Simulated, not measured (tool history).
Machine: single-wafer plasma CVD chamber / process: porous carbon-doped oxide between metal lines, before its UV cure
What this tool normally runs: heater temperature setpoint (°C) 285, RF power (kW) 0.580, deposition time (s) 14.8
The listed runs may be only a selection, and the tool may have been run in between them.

run	day	heater temperature setpoint (°C)	RF power (kW)	deposition time (s)	wafers since the last listed run	hours since the last thermocouple change	hours since the last RF generator calibration	hours since the showerhead was replaced	hours since the gauge calibration	read-back reference wafer on the same gauge, thickness_nm	mean film thickness on the monitor wafer (Å)
1	0.000	285	0.580	14.8	0	1118.4	522.8	7192.1	226.5	103.418	952.40
2	2.762	285	0.580	14.8	1515	1184.7	589.1	7258.4	292.8	103.565	953.04
3	7.075	285	0.580	14.8	2366	1288.2	692.6	7361.9	396.3	103.315	959.39
4	9.746	285	0.580	14.8	1465	1352.3	756.7	7426.0	460.4	103.407	967.29
5	12.279	285	0.580	14.8	1390	1413.1	817.5	7486.8	521.2	103.387	967.63
6	16.288	285	0.580	14.8	2199	1509.3	913.7	7583.0	617.4	103.502	961.68
7	17.979	285	0.580	14.8	928	1549.9	954.3	7623.6	658.0	103.352	964.17
8	22.275	285	0.580	14.8	2357	1653.0	1057.4	7726.7	761.1	103.526	964.31
9	25.550	285	0.485	14.8	1797	1731.6	1136.0	7805.3	839.7	103.316	868.83
10	27.746	280	0.580	14.8	1204	1784.3	1188.7	7858.0	892.4	103.326	994.34
11	31.729	280	0.580	14.8	2185	1879.9	1284.3	7953.6	988.0	103.400	995.28
# day 32.112: showerhead replaced
12	36.033	280	0.580	14.8	2179	1983.2	1387.6	94.1	1091.3	103.500	989.47
# day 40.179: thermocouple changed; heater temperature recalibrated
13	40.200	285	0.580	14.8	2103	0.5	1487.6	194.1	1191.3	103.412	944.18
14	42.967	285	0.580	14.8	1518	66.9	1554.0	260.5	1257.7	103.413	952.70
# day 43.621: RF generator calibrated
15	44.750	285	0.580	14.8	795	109.7	27.1	303.3	1300.5	103.356	940.71
16	47.312	285	0.580	11.9	1406	171.2	88.6	364.8	1362.0	103.469	770.07
17	48.958	273	0.670	13.4	903	210.7	128.1	404.3	1401.5	103.542	1003.92
# day 51.312: gauge calibrated
18	51.488	285	0.495	13.2	1387	271.4	188.8	465.0	4.2	103.453	777.96
19	54.188	285	0.620	14.8	1481	336.2	253.6	529.8	69.0	103.439	984.35
20	58.196	285	0.580	15.6	2199	432.4	349.8	626.0	165.2	103.360	1009.36
21	60.858	271	0.580	17.2	1461	496.3	413.7	689.9	229.1	103.477	1185.52
22	63.917	285	0.580	14.8	1678	569.7	487.1	763.3	302.5	103.458	954.64
23	74.021	276	0.680	17.0	5544	812.2	729.6	1005.8	545.0	103.326	1267.77
24	76.383	291	0.580	14.8	1296	868.9	786.3	1062.5	601.7	103.279	926.81
25	78.488	285	0.580	11.9	1154	919.4	836.8	1113.0	652.2	103.516	775.11
26	81.088	285	0.580	14.8	1426	981.8	899.2	1175.4	714.6	103.362	961.72
27	84.304	285	0.580	14.8	1765	1059.0	976.4	1252.6	791.8	103.376	954.03
28	88.321	285	0.580	14.8	2204	1155.4	1072.8	1349.0	888.2	103.342	961.73

Forecast each of these 3 alternatives for the next run:
A	88.338	285	0.580	14.8	9	1155.8	1073.2	1349.4	888.6	?	?
B	88.338	278	0.540	14.8	9	1155.8	1073.2	1349.4	888.6	?	?
C	88.338	285	0.480	13.3	9	1155.8	1073.2	1349.4	888.6	?	?

run	read-back reference wafer on the same gauge, thickness_nm	mean film thickness on the monitor wafer (Å)
A	103.398	960.54
B	103.398	959.46
C	103.398	778.28
The same runs, with their run-to-run variation unchanged, on a tool lacking any hidden condition would have given:
run	mean film thickness on the monitor wafer (Å)
A	944.90
B	943.36
C	765.61
